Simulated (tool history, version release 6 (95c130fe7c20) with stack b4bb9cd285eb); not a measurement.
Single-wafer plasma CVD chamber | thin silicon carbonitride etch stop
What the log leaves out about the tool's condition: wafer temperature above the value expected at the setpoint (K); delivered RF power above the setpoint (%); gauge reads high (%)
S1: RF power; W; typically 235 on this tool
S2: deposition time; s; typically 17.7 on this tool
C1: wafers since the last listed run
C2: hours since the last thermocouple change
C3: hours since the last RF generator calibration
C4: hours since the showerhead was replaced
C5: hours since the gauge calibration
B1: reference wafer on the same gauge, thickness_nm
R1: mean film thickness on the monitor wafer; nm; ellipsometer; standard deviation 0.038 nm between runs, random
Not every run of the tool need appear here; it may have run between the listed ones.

run    hour   S1    S2    C1      C2     C3      C4      C5     B1      R1
  1     0.0  210  17.7     0     0.5    4.2  3005.1   942.6  8.766   9.545
  2    35.0  235  18.4   457    35.5   39.2  3040.1   977.6  8.752  10.153
  3    73.2  235  18.4   499    73.7   77.4  3078.3  1015.8  8.770  10.133
  4   165.8  235  18.4  1210   166.3  170.0  3170.9  1108.4  8.753  10.066
  5   229.5  205  17.7   832   230.0  233.7  3234.6  1172.1  8.735   9.437
  6   283.7  235  17.7   708   284.2  287.9  3288.8  1226.3  8.753   9.738
  7   380.8  235  17.7  1269   381.3  385.0  3385.9  1323.4  8.742   9.648
  8   432.8  235  17.7   679   433.3  437.0  3437.9  1375.4  8.747   9.659
  9   479.7  235  17.7   612   480.2  483.9  3484.8  1422.3  8.758   9.690
 10   584.8  235  17.7  1373   585.3  589.0  3589.9  1527.4  8.756   9.664
      619.6  -- gauge calibrated
 11   663.6  235  17.7  1029   664.1  667.8  3668.7    44.0  8.768   9.679
 12   735.9  235  17.7   944   736.4  740.1  3741.0   116.3  8.773   9.692
 13   809.9  235  18.6   967   810.4  814.1  3815.0   190.3  8.763  10.149
 14   914.4  235  18.6  1365   914.9  918.6  3919.5   294.8  8.775  10.123
      974.2  -- RF generator calibrated
 15   983.9  235  18.6   803   984.4    9.7  3989.0   364.3  8.778  10.092
 16  1044.0  235  17.7   785  1044.5   69.8  4049.1   424.4  8.755   9.563
 17  1096.6  190  17.7   687  1097.1  122.4  4101.7   477.0  8.748   9.121
 18  1183.2  235  17.7  1131  1183.7  209.0  4188.3   563.6  8.759   9.566
 19  1264.0  235  17.7  1056  1264.5  289.8  4269.1   644.4  8.760   9.488
     1282.8  -- RF generator calibrated, repeated, since the last time left the tool worse
 20  1351.7  235  17.7  1041  1352.2   68.9  4356.8   732.1  8.760   9.752
 21  1396.6  260  20.3   586  1397.1  113.8  4401.7   777.0  8.758  11.491
     1479.4  -- thermocouple changed; heater temperature recalibrated
 22  1503.5  260  16.1  1292    24.1  220.7  4508.6   883.9  8.778   9.043
 23  1541.6  280  17.7   497    62.2  258.8  4546.7   922.0  8.766  10.154
     1636.0  -- showerhead replaced
 24  1644.8  265  14.4  1244   165.4  362.0     8.8  1025.2  8.764   8.142
 25  1696.4  235  17.7   674   217.0  413.6    60.4  1076.8  8.744   9.742
 26  1754.6  220  17.7   760   275.2  471.8   118.6  1135.0  8.753   9.568
 27  1839.2  270  14.7  1105   359.8  556.4   203.2  1219.6  8.755   8.324
 28  1895.7  190  19.3   738   416.3  612.9   259.7  1276.1  8.757  10.008
     1915.9  -- gauge calibrated
 29  1933.2  255  21.0   490   453.8  650.4   297.2    17.3  8.757  11.697
 30  2040.2  270  20.7  1398   560.8  757.4   404.2   124.3  8.764  11.708
     2051.8  -- RF generator calibrated
 31  2116.4  220  17.7   891   637.0   64.6   480.4   200.5  8.737   9.568
 32  2210.8  215  20.3  1233   731.4  159.0   574.8   294.9  8.756  10.976
 33  2252.0  215  21.2   538   772.6  200.2   616.0   336.1  8.763  11.426
 34  2341.6  235  17.7  1171   862.2  289.8   705.6   425.7  8.754   9.744

List, for all runs, the conditions of the tool that the log does not record:
wafer temperature above the value expected at the setpoint (K): 0 at every run
gauge reads high (%): 0 at every run
H1: delivered RF power above the setpoint (%)
run      H1
  1  -0.352
  2  -0.844
  3   -1.32
  4   -2.25
  5   -2.74
  6   -3.08
  7   -3.56
  8   -3.76
  9   -3.91
 10   -4.18
 11   -4.32
 12   -4.43
 13   -4.51
 14    -4.6
 15   -7.67
 16   -8.46
 17   -9.04
 18   -9.79
 19   -10.3
 20   -1.06
 21   -1.56
 22   -2.48
 23   -2.74
 24    -3.3
 25   -3.51
 26   -3.71
 27   -3.94
 28   -4.06
 29   -4.13
 30   -4.29
 31   -1.25
 32   -2.23
 33   -2.58
 34   -3.17
